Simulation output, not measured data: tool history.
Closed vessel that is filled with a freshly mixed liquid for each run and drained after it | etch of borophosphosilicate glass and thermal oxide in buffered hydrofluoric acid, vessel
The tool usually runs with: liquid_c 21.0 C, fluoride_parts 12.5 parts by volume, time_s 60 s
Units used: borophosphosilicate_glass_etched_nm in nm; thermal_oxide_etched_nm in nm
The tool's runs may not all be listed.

run	day	liquid_c	fluoride_parts	time_s	read-back film thickness of the borophosphosilicate glass reference wafer, read on the same gauge (nm)	read-back film thickness of the thermal oxide reference wafer, read on the same gauge (nm)	borophosphosilicate_glass_etched_nm	thermal_oxide_etched_nm
1	0.000	18.5	12.5	60	100.01	60.00	44.56	41.59
2	2.196	18.5	12.5	60	99.99	59.98	44.78	42.31
3	3.425	21.0	12.5	60	99.97	59.96	51.27	48.84
4	5.667	21.0	12.5	60	100.04	60.01	51.50	48.32
5	8.038	21.0	12.5	60	100.01	59.97	51.85	48.72
6	9.067	21.0	12.5	60	100.00	59.96	52.50	48.45
7	10.417	19.0	10.0	60	100.00	60.02	58.06	54.66
8	12.129	24.5	12.5	60	99.98	59.98	62.86	59.97
9	14.604	24.5	12.5	45	99.96	59.99	47.21	44.84
10	16.342	17.5	15.5	45	99.99	60.00	26.24	24.68
11	19.233	23.5	10.5	60	100.00	60.00	71.63	67.90
# day 21.696: thermometer replaced
12	21.833	21.0	9.0	60	100.00	60.02	68.07	63.68
13	24.312	21.0	12.5	60	100.01	60.03	51.14	48.35
# day 26.375: hydrofluoric acid flow meter replaced
14	26.629	26.0	16.5	85	100.00	60.00	72.38	68.37
15	28.838	25.5	14.5	60	100.00	60.06	56.98	53.49
16	30.758	17.0	12.5	60	99.97	59.97	41.64	38.83
17	32.246	21.0	12.5	60	99.99	59.97	52.10	49.20
# day 33.921: gauge calibrated
18	34.329	21.0	9.0	60	99.99	59.99	68.97	65.40
19	40.408	22.5	12.5	90	100.00	60.01	84.90	79.96
20	42.846	21.0	12.5	30	100.02	60.03	26.27	24.83
# day 43.333: thermometer replaced
21	44.688	17.0	11.0	75	99.97	60.01	58.20	54.22
22	46.700	21.0	12.5	60	100.03	60.02	51.23	48.27
23	48.371	21.0	12.5	60	99.98	59.98	51.70	47.77
24	50.292	23.0	10.5	50	100.02	60.03	57.33	53.21

Here are 5 independent what-if runs from the current tool condition. What would each one return?
A	50.321	21.0	8.5	60	?	?	?	?
B	50.321	19.5	11.0	60	?	?	?	?
C	50.321	19.0	8.0	45	?	?	?	?
D	50.321	23.5	17.5	80	?	?	?	?
E	50.321	23.5	10.5	30	?	?	?	?

run	read-back film thickness of the borophosphosilicate glass reference wafer, read on the same gauge (nm)	read-back film thickness of the thermal oxide reference wafer, read on the same gauge (nm)	borophosphosilicate_glass_etched_nm	thermal_oxide_etched_nm
A	100.00	60.06	72.50	68.65
B	100.00	60.06	53.37	50.61
C	100.00	60.06	52.05	49.18
D	100.00	60.06	56.04	53.40
E	100.00	60.06	34.76	33.04
With no hidden state in the tool, these same runs would have given:
run	borophosphosilicate_glass_etched_nm	thermal_oxide_etched_nm
A	71.36	67.56
B	52.52	49.79
C	51.22	48.38
D	55.17	52.56
E	34.22	32.52

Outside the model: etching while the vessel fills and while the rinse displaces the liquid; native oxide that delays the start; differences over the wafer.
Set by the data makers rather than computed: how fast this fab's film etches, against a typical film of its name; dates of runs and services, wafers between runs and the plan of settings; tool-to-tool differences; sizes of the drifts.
